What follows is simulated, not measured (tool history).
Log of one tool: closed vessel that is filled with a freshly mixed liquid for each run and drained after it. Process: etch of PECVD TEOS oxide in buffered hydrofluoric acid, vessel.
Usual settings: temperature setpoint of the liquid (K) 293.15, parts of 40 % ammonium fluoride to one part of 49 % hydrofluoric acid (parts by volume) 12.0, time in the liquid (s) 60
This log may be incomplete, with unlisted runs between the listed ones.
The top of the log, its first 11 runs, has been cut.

| run | hour | temperature setpoint of the liquid (K) | parts of 40 % ammonium fluoride to one part of 49 % hydrofluoric acid (parts by volume) | time in the liquid (s) | wafers since the last listed run | hours since the thermometer was replaced | hours since the hydrofluoric acid flow meter was replaced | hours since the gauge calibration | read-back film thickness of the PECVD TEOS oxide reference wafer, read on the same gauge (nm) | thickness taken off the PECVD TEOS oxide on a monitor wafer (angstrom) |
|---|---|---|---|---|---|---|---|---|---|---|
| 12 | 171.2 | 293.15 | 12.0 | 60 | 1424 | 1490.3 | 1816.1 | 52.6 | 29.98 | 1070.1 |
| 13 | 188.8 | 293.15 | 12.0 | 60 | 1466 | 1507.9 | 1833.7 | 70.2 | 29.98 | 1058.0 |
|  | 203.6 | thermometer replaced |
| 14 | 228.0 | 293.15 | 12.0 | 60 | 3183 | 24.4 | 1872.9 | 109.4 | 30.00 | 1231.2 |
| 15 | 235.3 | 293.15 | 12.0 | 60 | 608 | 31.7 | 1880.2 | 116.7 | 30.02 | 1244.3 |
|  | 239.4 | hydrofluoric acid flow meter replaced |
| 16 | 251.3 | 293.15 | 12.0 | 60 | 1249 | 47.7 | 11.9 | 132.7 | 30.02 | 1222.8 |
| 17 | 293.7 | 293.15 | 12.0 | 60 | 3533 | 90.1 | 54.3 | 175.1 | 29.97 | 1231.2 |
| 18 | 300.3 | 293.15 | 13.5 | 60 | 549 | 96.7 | 60.9 | 181.7 | 30.01 | 1095.1 |
| 19 | 306.4 | 293.15 | 12.0 | 60 | 508 | 102.8 | 67.0 | 187.8 | 30.02 | 1229.8 |
| 20 | 323.3 | 296.65 | 17.0 | 40 | 1408 | 119.7 | 83.9 | 204.7 | 29.98 | 713.9 |
| 21 | 334.8 | 293.15 | 12.0 | 30 | 958 | 131.2 | 95.4 | 216.2 | 30.00 | 613.4 |
| 22 | 347.1 | 290.15 | 12.0 | 60 | 1024 | 143.5 | 107.7 | 228.5 | 30.00 | 1039.7 |
|  | 357.2 | gauge calibrated |
| 23 | 360.9 | 293.15 | 12.0 | 60 | 1149 | 157.3 | 121.5 | 3.7 | 30.00 | 1220.3 |
| 24 | 370.2 | 293.15 | 12.0 | 60 | 774 | 166.6 | 130.8 | 13.0 | 30.00 | 1216.2 |
| 25 | 377.1 | 296.65 | 14.0 | 30 | 574 | 173.5 | 137.7 | 19.9 | 30.01 | 641.3 |
| 26 | 385.7 | 295.15 | 12.0 | 45 | 716 | 182.1 | 146.3 | 28.5 | 30.01 | 1033.8 |
| 27 | 393.4 | 290.15 | 8.5 | 80 | 641 | 189.8 | 154.0 | 36.2 | 29.98 | 1847.4 |
| 28 | 410.3 | 293.15 | 12.0 | 60 | 1408 | 206.7 | 170.9 | 53.1 | 29.97 | 1207.4 |
| 29 | 426.3 | 296.15 | 14.5 | 60 | 1333 | 222.7 | 186.9 | 69.1 | 29.97 | 1187.0 |
| 30 | 440.5 | 296.15 | 9.5 | 30 | 1183 | 236.9 | 201.1 | 83.3 | 29.99 | 893.9 |
| 31 | 457.9 | 293.15 | 12.0 | 60 | 1449 | 254.3 | 218.5 | 100.7 | 30.01 | 1211.1 |
| 32 | 464.1 | 293.15 | 12.0 | 95 | 516 | 260.5 | 224.7 | 106.9 | 29.99 | 1930.6 |

What if the next run were any one of these 4? Each begins from the tool's condition after run 32:
| A | 464.8 | 293.15 | 12.0 | 60 | 58 | 261.2 | 225.4 | 107.6 | ? | ? |
| B | 464.8 | 293.15 | 10.0 | 60 | 58 | 261.2 | 225.4 | 107.6 | ? | ? |
| C | 464.8 | 297.65 | 9.0 | 60 | 58 | 261.2 | 225.4 | 107.6 | ? | ? |
| D | 464.8 | 290.15 | 12.0 | 85 | 58 | 261.2 | 225.4 | 107.6 | ? | ? |

| run | read-back film thickness of the PECVD TEOS oxide reference wafer, read on the same gauge (nm) | thickness taken off the PECVD TEOS oxide on a monitor wafer (angstrom) |
|---|---|---|
| A | 30.01 | 1230.4 |
| B | 30.01 | 1469.9 |
| C | 30.01 | 2014.5 |
| D | 30.01 | 1470.2 |
Had the tool no hidden state, the same runs would have come out as:
| run | thickness taken off the PECVD TEOS oxide on a monitor wafer (angstrom) |
|---|---|
| A | 1259.0 |
| B | 1504.1 |
| C | 2059.9 |
| D | 1505.1 |

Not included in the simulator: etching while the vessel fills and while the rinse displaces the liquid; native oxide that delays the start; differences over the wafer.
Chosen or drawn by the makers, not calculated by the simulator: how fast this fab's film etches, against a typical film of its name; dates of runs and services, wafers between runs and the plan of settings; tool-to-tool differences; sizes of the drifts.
